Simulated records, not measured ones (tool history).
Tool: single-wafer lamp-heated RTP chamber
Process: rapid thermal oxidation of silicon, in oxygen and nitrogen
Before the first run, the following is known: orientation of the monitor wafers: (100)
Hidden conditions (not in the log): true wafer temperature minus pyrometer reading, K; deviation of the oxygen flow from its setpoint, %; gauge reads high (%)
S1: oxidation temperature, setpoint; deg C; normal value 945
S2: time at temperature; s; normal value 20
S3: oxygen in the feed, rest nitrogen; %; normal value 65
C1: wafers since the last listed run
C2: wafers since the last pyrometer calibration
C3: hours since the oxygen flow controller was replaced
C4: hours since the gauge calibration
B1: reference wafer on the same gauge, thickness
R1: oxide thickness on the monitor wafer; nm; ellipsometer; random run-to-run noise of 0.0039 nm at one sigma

run      day   S1  S2  S3    C1    C2      C3      C4     B1     R1
  1        0  945  20  65     0  5045    2682   920.9  2.631  2.608
  2    1.517  945  20  65   418  5464  2718.4   957.3   2.63   2.62
  3    3.021  945  14  65   415  5879  2754.5   993.4  2.631  2.425
  4    4.838  962  25  65   501  6381  2798.1    1037  2.631  3.009
  5     13.5  962  25  65  2392  8773    3006  1244.9  2.631  3.039
      14.821  -- pyrometer window cleaned and pyrometer calibrated
  6   16.438  962  25  65   719   446  3076.5  1315.4   2.63  2.964
  7   18.838  945  20  65   662  1108  3134.1    1373   2.63  2.607
  8   21.025  945  20  65   604  1713  3186.6  1425.5  2.629  2.606
  9   23.721  945  20  65   744  2457  3251.3  1490.2  2.631  2.605
 10   25.546  923  13  65   504  2961  3295.1    1534   2.63  2.249
 11   28.408  923  13  65   790  3752  3363.8  1602.7   2.63  2.251
 12   39.604  923  13  65  3091  6844  3632.5  1871.4   2.63  2.261
 13   43.212  960  20  65   996  7840  3719.1    1958   2.63  2.802
 14   45.896  960  20  65   741  8581  3783.5  2022.4   2.63  2.821
      46.879  -- pyrometer window cleaned and pyrometer calibrated
      47.671  -- gauge calibrated
 15    50.25  926  20  87  1110   930    3888    61.9   2.63  2.528
 16   54.508  945  20  65  1176  2106  3990.2   164.1   2.63  2.608
 17   58.254  945  29  57  1034  3141  4080.1     254   2.63  2.796
 18   60.967  936  17  65   749  3890  4145.2   319.1   2.63  2.445
 19   62.779  945  20  65   500  4390  4188.7   362.6  2.631  2.604
 20   64.833  945  20  65   567  4958    4238   411.9   2.63  2.608
      66.879  -- oxygen flow controller replaced
 21   68.867  932  13  78  1021  5979    47.7   508.7   2.63  2.355
 22   73.125  945  20  65  1176  7155   149.9   610.9  2.631  2.632
 23   75.671  945  20  65   703  7858     211     672  2.631  2.625
      79.725  -- pyrometer window cleaned and pyrometer calibrated
 24   80.038  963  16  84  1113    86   315.8   776.8  2.629  2.786
 25       84  945  20  65  1094  1180   410.9   871.9  2.631  2.611
 26   94.575  922  30  74  2920  4101   664.7  1125.7  2.629  2.689
 27   98.017  945  25  65   950  5051   747.3  1208.3   2.63  2.768
 28  102.029  959  12  65  1108  6159   843.6  1304.6  2.631  2.473
 29  105.708  934  20  49  1016  7176   931.9  1392.9   2.63  2.444
 30  107.396  957  29  93   466  7642   972.4  1433.4   2.63  3.379
     108.225  -- pyrometer window cleaned and pyrometer calibrated
 31  111.117  963  20  65   935   798  1061.7  1522.7   2.63  2.799
 32  113.688  945  20  65   709  1508  1123.4  1584.4   2.63  2.598
 33  118.021  945  20  65  1196  2705  1227.4  1688.4   2.63  2.599
 34  127.208  945  20  65  2537  5242  1447.9  1908.9  2.631  2.619
 35  130.096  956  24  78   797  6039  1517.2  1978.2   2.63  2.993
 36  132.279  955  30  54   602  6642  1569.6  2030.6   2.63  2.937

For run 37, what comes out?
     132.692  -- gauge calibrated
 37  134.971  961  20  65  743  7386  1634.2  54.7   ?   ?

{"run 37": {"B1": 2.63, "R1": 2.806}}
Without the tool's hidden state the same run would have given R1 2.768 nm.

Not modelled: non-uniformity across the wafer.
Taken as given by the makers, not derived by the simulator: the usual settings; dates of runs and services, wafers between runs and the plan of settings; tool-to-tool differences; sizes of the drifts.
